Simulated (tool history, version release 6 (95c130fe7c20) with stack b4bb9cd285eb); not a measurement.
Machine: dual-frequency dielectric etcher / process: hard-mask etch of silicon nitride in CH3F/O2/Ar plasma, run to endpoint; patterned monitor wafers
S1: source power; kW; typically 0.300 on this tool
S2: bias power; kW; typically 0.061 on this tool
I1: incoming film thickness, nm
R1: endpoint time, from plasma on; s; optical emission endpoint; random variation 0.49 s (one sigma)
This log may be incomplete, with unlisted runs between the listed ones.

{"run": 1, "hour": 0.0, "S1": 0.3, "S2": 0.061, "I1": 37.16, "R1": 65.6}
{"run": 2, "hour": 59.2, "S1": 0.3, "S2": 0.061, "I1": 37.28, "R1": 65.2}
{"run": 3, "hour": 76.4, "S1": 0.3, "S2": 0.049, "I1": 37.34, "R1": 70.5}
{"run": 4, "hour": 101.8, "S1": 0.27, "S2": 0.061, "I1": 37.18, "R1": 67.6}
{"run": 5, "hour": 132.9, "S1": 0.27, "S2": 0.061, "I1": 37.23, "R1": 67.8}
{"run": 6, "hour": 153.4, "S1": 0.3, "S2": 0.061, "I1": 37.32, "R1": 65.1}
{"hour": 184.9, "done": "upper electrode replaced"}
{"hour": 194.7, "done": "source power generator calibrated"}
{"hour": 201.8, "done": "wet clean of the chamber"}
{"run": 7, "hour": 202.3, "S1": 0.36, "S2": 0.072, "I1": 37.42, "R1": 58.6}
{"run": 8, "hour": 203.1, "S1": 0.36, "S2": 0.072, "I1": 37.53, "R1": 58.4}
{"run": 9, "hour": 219.8, "S1": 0.27, "S2": 0.061, "I1": 37.39, "R1": 70.5}
{"run": 10, "hour": 253.9, "S1": 0.36, "S2": 0.049, "I1": 37.34, "R1": 67.3}
{"run": 11, "hour": 273.8, "S1": 0.34, "S2": 0.066, "I1": 37.51, "R1": 61.8}
{"run": 12, "hour": 290.7, "S1": 0.34, "S2": 0.051, "I1": 37.3, "R1": 67.4}
{"hour": 300.1, "done": "bias power generator calibrated"}
{"run": 13, "hour": 307.9, "S1": 0.3, "S2": 0.061, "I1": 37.23, "R1": 66.6}
{"run": 14, "hour": 329.0, "S1": 0.24, "S2": 0.061, "I1": 37.28, "R1": 73.6}
{"run": 15, "hour": 354.6, "S1": 0.24, "S2": 0.067, "I1": 37.66, "R1": 70.9}
{"run": 16, "hour": 372.7, "S1": 0.34, "S2": 0.065, "I1": 37.48, "R1": 61.6}
{"run": 17, "hour": 408.0, "S1": 0.3, "S2": 0.061, "I1": 37.32, "R1": 66.1}

Consider 4 possible next runs. They are alternatives, not a sequence: every one starts from the tool as it was left by run 17. What does each give?
{"run": "A", "hour": 408.4, "S1": 0.3, "S2": 0.061, "I1": 37.18, "R1": "?"}
{"run": "B", "hour": 408.4, "S1": 0.23, "S2": 0.065, "I1": 37.18, "R1": "?"}
{"run": "C", "hour": 408.4, "S1": 0.37, "S2": 0.049, "I1": 37.18, "R1": "?"}
{"run": "D", "hour": 408.4, "S1": 0.23, "S2": 0.049, "I1": 37.18, "R1": "?"}

run=A R1=66.1
run=B R1=72.5
run=C R1=65.6
run=D R1=81.0
What these runs would have given with no unlogged condition in the tool:
run=A R1=67.3
run=B R1=73.8
run=C R1=66.8
run=D R1=82.4
